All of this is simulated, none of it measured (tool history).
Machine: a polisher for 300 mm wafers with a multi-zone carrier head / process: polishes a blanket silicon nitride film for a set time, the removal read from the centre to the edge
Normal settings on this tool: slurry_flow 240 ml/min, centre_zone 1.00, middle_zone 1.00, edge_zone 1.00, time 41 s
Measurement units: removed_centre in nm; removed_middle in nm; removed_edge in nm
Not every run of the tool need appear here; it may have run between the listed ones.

run,hour,slurry_flow,centre_zone,middle_zone,edge_zone,time,wafers since the last listed run,wafers polished on this pad,hours since the slurry nozzle was cleaned,hours since the centre zone pressure was calibrated,hours since the edge zone pressure was calibrated,hours since the carrier head's membrane was replaced,"incoming thickness of the incoming film, nm",removed_centre,removed_middle,removed_edge
1,0.0,240,1.08,1.00,0.91,41,0,6064,414.3,835.2,283.1,969.3,750.8,88.9,82.4,80.9
2,77.2,240,1.00,1.07,1.00,41,1118,7182,491.5,912.4,360.3,1046.5,753.0,80.2,83.9,83.0
# hour 106.9: worn pad replaced by a new one
# hour 141.0: edge zone pressure recalibrated
3,152.9,240,1.00,1.07,1.00,41,1009,637,567.2,988.1,11.9,1122.2,755.4,90.1,96.7,95.4
# hour 195.4: slurry nozzle cleaned
4,206.4,240,1.00,1.00,1.00,41,760,1398,11.0,1041.6,65.4,1175.7,744.5,94.6,94.2,96.7
# hour 221.7: centre zone pressure recalibrated
5,294.5,240,1.00,1.00,1.00,41,1246,2645,99.1,72.8,153.5,1263.8,749.3,92.1,88.9,92.8
6,361.9,240,1.00,1.00,1.00,41,976,3621,166.5,140.2,220.9,1331.2,754.6,89.1,85.8,93.1
7,463.6,240,1.00,1.00,1.00,41,1472,5094,268.2,241.9,322.6,1432.9,754.0,84.8,83.6,88.0
8,547.8,240,1.00,1.00,1.00,41,1219,6313,352.4,326.1,406.8,1517.1,747.4,84.3,83.2,86.5
# hour 578.0: edge zone pressure recalibrated
9,605.5,240,1.00,1.00,1.08,41,806,7120,410.1,383.8,27.5,1574.8,758.3,80.2,80.4,87.0
# hour 612.9: worn pad replaced by a new one
# hour 640.2: carrier head's membrane replaced by a new one
10,709.4,160,1.00,0.94,1.04,30,1374,1325,514.0,487.7,131.4,69.2,754.8,63.7,60.5,67.3
# hour 883.6: slurry nozzle cleaned
11,934.0,240,1.00,1.00,0.90,41,3238,4563,50.4,712.3,356.0,293.8,740.2,88.1,88.9,85.6
12,982.8,240,1.00,1.00,1.00,41,706,5270,99.2,761.1,404.8,342.6,754.7,88.0,86.8,88.6
# hour 1058.3: edge zone pressure recalibrated
13,1059.8,200,1.11,1.00,1.04,51,1086,6356,176.2,838.1,1.5,419.6,741.2,113.6,102.7,109.2
# hour 1112.4: worn pad replaced by a new one
14,1164.8,190,1.00,0.89,1.00,41,1462,759,281.2,943.1,106.5,524.6,756.7,91.2,81.5,92.8
15,1231.0,240,1.00,1.00,1.00,41,958,1718,347.4,1009.3,172.7,590.8,738.2,90.7,88.0,93.1
# hour 1268.7: centre zone pressure recalibrated
16,1280.8,240,1.00,1.00,1.00,31,692,2410,397.2,12.1,222.5,640.6,764.5,66.9,66.2,69.5
17,1333.4,275,0.97,1.12,1.00,45,761,3172,449.8,64.7,275.1,693.2,736.4,95.1,105.4,100.3
18,1431.5,275,0.97,1.12,1.00,45,1420,4592,547.9,162.8,373.2,791.3,765.2,93.1,102.9,97.6
# hour 1483.0: edge zone pressure recalibrated
19,1493.0,270,1.00,1.00,0.94,41,861,5454,609.4,224.3,10.0,852.8,738.0,84.1,82.3,84.4
# hour 1553.7: worn pad replaced by a new one
20,1574.8,270,1.00,1.12,0.89,30,1126,305,691.2,306.1,91.8,934.6,743.9,68.7,76.7,68.1
# hour 1623.9: slurry nozzle cleaned
21,1631.7,240,1.00,0.89,1.00,48,809,1114,7.8,363.0,148.7,991.5,756.9,112.6,100.3,115.6
22,1694.4,165,1.11,1.06,0.92,41,908,2022,70.5,425.7,211.4,1054.2,749.1,101.7,92.1,88.7
23,1747.6,240,0.91,0.96,1.08,54,770,2793,123.7,478.9,264.6,1107.4,745.3,108.3,114.9,130.1

Below are 3 alternative next runs, each starting from the tool's condition after run 23. Predict each:
A,1748.0,240,1.05,1.00,1.00,41,5,2799,124.1,479.3,265.0,1107.8,753.8,?,?,?
B,1748.0,210,1.00,1.00,1.00,45,5,2799,124.1,479.3,265.0,1107.8,753.8,?,?,?
C,1748.0,240,1.00,0.88,1.00,41,5,2799,124.1,479.3,265.0,1107.8,753.8,?,?,?

run,removed_centre,removed_middle,removed_edge
A,95.2,88.7,96.0
B,98.1,96.2,104.4
C,90.6,79.8,96.1
Without the tool's hidden state the same runs would have given:
run,removed_centre,removed_middle,removed_edge
A,102.7,95.5,102.8
B,106.0,103.7,111.9
C,97.7,85.9,103.0
